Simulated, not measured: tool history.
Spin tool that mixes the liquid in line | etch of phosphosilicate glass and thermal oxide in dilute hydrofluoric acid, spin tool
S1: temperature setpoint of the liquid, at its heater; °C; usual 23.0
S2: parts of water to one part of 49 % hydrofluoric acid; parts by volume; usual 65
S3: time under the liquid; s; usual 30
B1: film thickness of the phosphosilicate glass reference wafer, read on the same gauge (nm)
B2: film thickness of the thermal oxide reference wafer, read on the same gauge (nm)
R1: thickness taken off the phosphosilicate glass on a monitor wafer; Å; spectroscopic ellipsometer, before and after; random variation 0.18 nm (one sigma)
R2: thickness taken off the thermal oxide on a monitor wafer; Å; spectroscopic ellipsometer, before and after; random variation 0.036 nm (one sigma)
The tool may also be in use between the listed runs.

Run 1, hour 0.0: usual settings; B1 100.01; B2 89.991. Result: R1 281.5 Å, R2 24.48 Å.
Run 2, hour 12.2: usual settings but S2 80 parts by volume, S3 45 s; B1 100.00; B2 89.991. Result: R1 334.6 Å, R2 28.63 Å.
Run 3, hour 36.3: usual settings but S2 80 parts by volume, S3 45 s; B1 99.99; B2 90.020. Result: R1 335.1 Å, R2 29.52 Å.
Run 4, hour 51.9: usual settings but S2 80 parts by volume, S3 45 s; B1 99.98; B2 90.010. Result: R1 335.2 Å, R2 29.28 Å.
Run 5, hour 83.9: usual settings but S1 27.0 °C; B1 99.99; B2 90.006. Result: R1 329.4 Å, R2 29.07 Å.
Run 6, hour 113.9: usual settings but S1 27.0 °C; B1 99.99; B2 89.997. Result: R1 330.5 Å, R2 28.46 Å.
Run 7, hour 136.3: usual settings but S1 27.0 °C; B1 100.00; B2 90.005. Result: R1 333.9 Å, R2 29.01 Å.
Run 8, hour 172.1: usual settings but S2 80 parts by volume; B1 99.98; B2 90.020. Result: R1 222.9 Å, R2 19.72 Å.
Run 9, hour 199.3: usual settings but S3 15 s; B1 99.99; B2 89.984. Result: R1 140.5 Å, R2 12.07 Å.
Run 10, hour 232.0: usual settings but S2 75 parts by volume; B1 100.01; B2 89.991. Result: R1 240.8 Å, R2 20.45 Å.
Run 11, hour 259.7: usual settings but S2 95 parts by volume, S3 25 s; B1 100.00; B2 90.029. Result: R1 156.4 Å, R2 13.54 Å.
At hour 271.8: gauge calibrated.
Run 12, hour 286.9: usual settings but S1 20.0 °C, S2 35 parts by volume; B1 100.03; B2 90.031. Result: R1 478.3 Å, R2 40.76 Å.
At hour 315.3: hydrofluoric acid flow meter replaced.
At hour 318.7: thermometer replaced.
Run 13, hour 322.4: usual settings but S3 45 s; B1 100.00; B2 89.980. Result: R1 458.6 Å, R2 39.69 Å.
Run 14, hour 348.9: usual settings but S1 21.0 °C, S2 40 parts by volume, S3 20 s; B1 100.01; B2 90.003. Result: R1 309.0 Å, R2 26.77 Å.
Run 15, hour 368.4: usual settings but S2 75 parts by volume; B1 99.97; B2 89.997. Result: R1 260.7 Å, R2 22.98 Å.
Run 16, hour 385.4: usual settings but S2 90 parts by volume; B1 100.01; B2 90.001. Result: R1 216.0 Å, R2 18.42 Å.
Run 17, hour 410.9: usual settings but S1 25.5 °C, S3 20 s; B1 99.99; B2 90.014. Result: R1 225.2 Å, R2 19.65 Å.
At hour 431.8: hydrofluoric acid flow meter replaced, repeated, since the last time left the tool worse.
Run 18, hour 440.6: usual settings; B1 99.99; B2 89.995. Result: R1 266.9 Å, R2 23.02 Å.
Run 19, hour 467.4: usual settings but S3 40 s; B1 100.00; B2 90.021. Result: R1 348.3 Å, R2 29.89 Å.
Run 20, hour 499.6: usual settings but S1 20.5 °C, S2 80 parts by volume, S3 35 s; B1 99.99; B2 90.003. Result: R1 221.2 Å, R2 19.05 Å.
Run 21, hour 526.1: usual settings but S1 26.0 °C, S2 85 parts by volume, S3 20 s; B1 100.01; B2 89.984. Result: R1 146.4 Å, R2 12.60 Å.
Run 22, hour 552.0: usual settings but S1 18.5 °C, S2 50 parts by volume, S3 35 s; B1 100.01; B2 89.991. Result: R1 337.3 Å, R2 29.24 Å.
Run 23, hour 570.9: usual settings; B1 100.01; B2 90.042. Result: R1 260.2 Å, R2 22.54 Å.
Run 24, hour 599.6: usual settings but S2 55 parts by volume, S3 35 s; B1 99.98; B2 90.022. Result: R1 371.8 Å, R2 31.18 Å.
Run 25, hour 622.2: usual settings; B1 100.01; B2 89.994. Result: R1 260.0 Å, R2 23.22 Å.
Run 26, hour 641.9: usual settings; B1 100.04; B2 90.024. Result: R1 266.7 Å, R2 22.57 Å.

4 ways to go on from here, each from the tool as it stands after run 26. What would each give?
Run A, hour 642.3: usual settings but S3 20 s; B1 ?; B2 ?. Result: R1 ?, R2 ?.
Run B, hour 642.3: usual settings but S2 50 parts by volume, S3 40 s; B1 ?; B2 ?. Result: R1 ?, R2 ?.
Run C, hour 642.3: usual settings but S1 18.5 °C, S2 55 parts by volume, S3 35 s; B1 ?; B2 ?. Result: R1 ?, R2 ?.
Run D, hour 642.3: usual settings but S1 26.0 °C, S3 40 s; B1 ?; B2 ?. Result: R1 ?, R2 ?.

run      B1      B2     R1     R2
  A  100.00  89.990  176.7  15.43
  B  100.00  89.990  468.3  40.90
  C  100.00  89.990  306.3  26.75
  D  100.00  89.990  399.2  34.86
Without the tool's hidden state the same runs would have given:
run     R1     R2
  A  174.3  15.22
  B  462.0  40.34
  C  302.1  26.38
  D  393.6  34.38
